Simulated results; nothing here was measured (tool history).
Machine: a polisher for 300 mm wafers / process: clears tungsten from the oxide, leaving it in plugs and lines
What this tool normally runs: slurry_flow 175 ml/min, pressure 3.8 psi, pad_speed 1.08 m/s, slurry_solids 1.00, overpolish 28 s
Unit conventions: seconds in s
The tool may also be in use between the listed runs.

| run | hour | slurry_flow | pressure | pad_speed | slurry_solids | overpolish | incoming thickness of the incoming film, nm | seconds |
|---|---|---|---|---|---|---|---|---|
| 1 | 0.0 | 175 | 3.8 | 1.08 | 1.00 | 28 | 270.7 | 59.1 |
| 2 | 45.3 | 175 | 3.8 | 1.18 | 1.15 | 28 | 273.2 | 55.5 |
|  | 77.2 | slurry tank refilled with fresh slurry and peroxide |
|  | 96.8 | worn pad replaced by a new one |
| 3 | 115.1 | 175 | 3.0 | 1.08 | 1.00 | 28 | 270.2 | 65.6 |
| 4 | 146.8 | 175 | 5.0 | 1.08 | 1.00 | 18 | 269.4 | 50.0 |
| 5 | 187.7 | 210 | 3.8 | 1.08 | 1.20 | 17 | 271.1 | 56.9 |
| 6 | 258.6 | 175 | 3.8 | 1.08 | 1.00 | 28 | 266.0 | 59.5 |
|  | 290.2 | slurry blender recalibrated |
| 7 | 317.4 | 225 | 4.2 | 1.34 | 1.10 | 28 | 267.7 | 45.5 |
| 8 | 354.2 | 140 | 3.8 | 1.08 | 1.00 | 19 | 269.3 | 60.9 |
| 9 | 396.6 | 175 | 3.1 | 1.08 | 1.00 | 21 | 270.9 | 72.9 |
| 10 | 463.3 | 175 | 3.8 | 1.08 | 1.00 | 28 | 271.4 | 64.8 |
| 11 | 494.9 | 175 | 3.8 | 0.72 | 1.00 | 14 | 267.1 | 84.6 |
|  | 509.9 | slurry nozzle cleaned |
| 12 | 532.9 | 175 | 4.9 | 1.08 | 0.70 | 28 | 270.5 | 52.0 |
| 13 | 570.6 | 140 | 2.9 | 1.08 | 1.30 | 40 | 267.4 | 69.4 |
|  | 579.4 | slurry tank refilled with fresh slurry and peroxide |
|  | 586.7 | worn pad replaced by a new one |
| 14 | 606.2 | 175 | 3.8 | 1.08 | 1.00 | 44 | 268.0 | 58.6 |
| 15 | 671.4 | 175 | 3.8 | 1.08 | 1.00 | 28 | 266.8 | 59.9 |
|  | 696.8 | head pressure recalibrated |
| 16 | 726.2 | 205 | 4.4 | 1.22 | 0.90 | 28 | 270.7 | 50.0 |
|  | 768.2 | slurry blender recalibrated |
| 17 | 772.4 | 130 | 3.8 | 0.92 | 1.00 | 28 | 269.8 | 72.6 |
| 18 | 839.9 | 145 | 3.8 | 1.08 | 1.00 | 28 | 270.7 | 62.3 |
| 19 | 877.7 | 145 | 3.8 | 0.74 | 0.90 | 44 | 273.5 | 86.4 |
| 20 | 938.0 | 175 | 3.8 | 1.18 | 1.00 | 28 | 271.0 | 58.2 |
| 21 | 986.8 | 205 | 3.8 | 1.08 | 0.75 | 35 | 275.4 | 63.7 |
| 22 | 1023.4 | 175 | 3.8 | 1.08 | 1.00 | 28 | 270.6 | 64.8 |
|  | 1030.1 | slurry tank refilled with fresh slurry and peroxide |
| 23 | 1087.4 | 175 | 4.2 | 1.08 | 1.00 | 28 | 270.0 | 62.5 |
|  | 1089.0 | slurry nozzle cleaned |
| 24 | 1134.6 | 175 | 3.8 | 1.08 | 1.00 | 28 | 269.3 | 60.3 |
|  | 1157.6 | worn pad replaced by a new one |
| 25 | 1200.6 | 175 | 3.8 | 1.30 | 1.00 | 28 | 271.9 | 51.9 |
| 26 | 1245.4 | 175 | 3.8 | 1.28 | 1.00 | 28 | 268.6 | 51.6 |

4 ways to go on from here, each from the tool as it stands after run 26. What would each give?
| A | 1245.9 | 175 | 3.8 | 1.08 | 1.25 | 28 | 271.7 | ? |
| B | 1245.9 | 175 | 3.8 | 1.08 | 1.00 | 36 | 271.7 | ? |
| C | 1245.9 | 155 | 3.8 | 1.08 | 1.00 | 28 | 271.7 | ? |
| D | 1245.9 | 140 | 3.8 | 1.08 | 1.00 | 28 | 271.7 | ? |

| run | seconds |
|---|---|
| A | 57.2 |
| B | 58.8 |
| C | 59.8 |
| D | 60.7 |
Had the tool no hidden state, the same runs would have come out as:
| run | seconds |
|---|---|
| A | 56.7 |
| B | 58.3 |
| C | 59.2 |
| D | 60.0 |
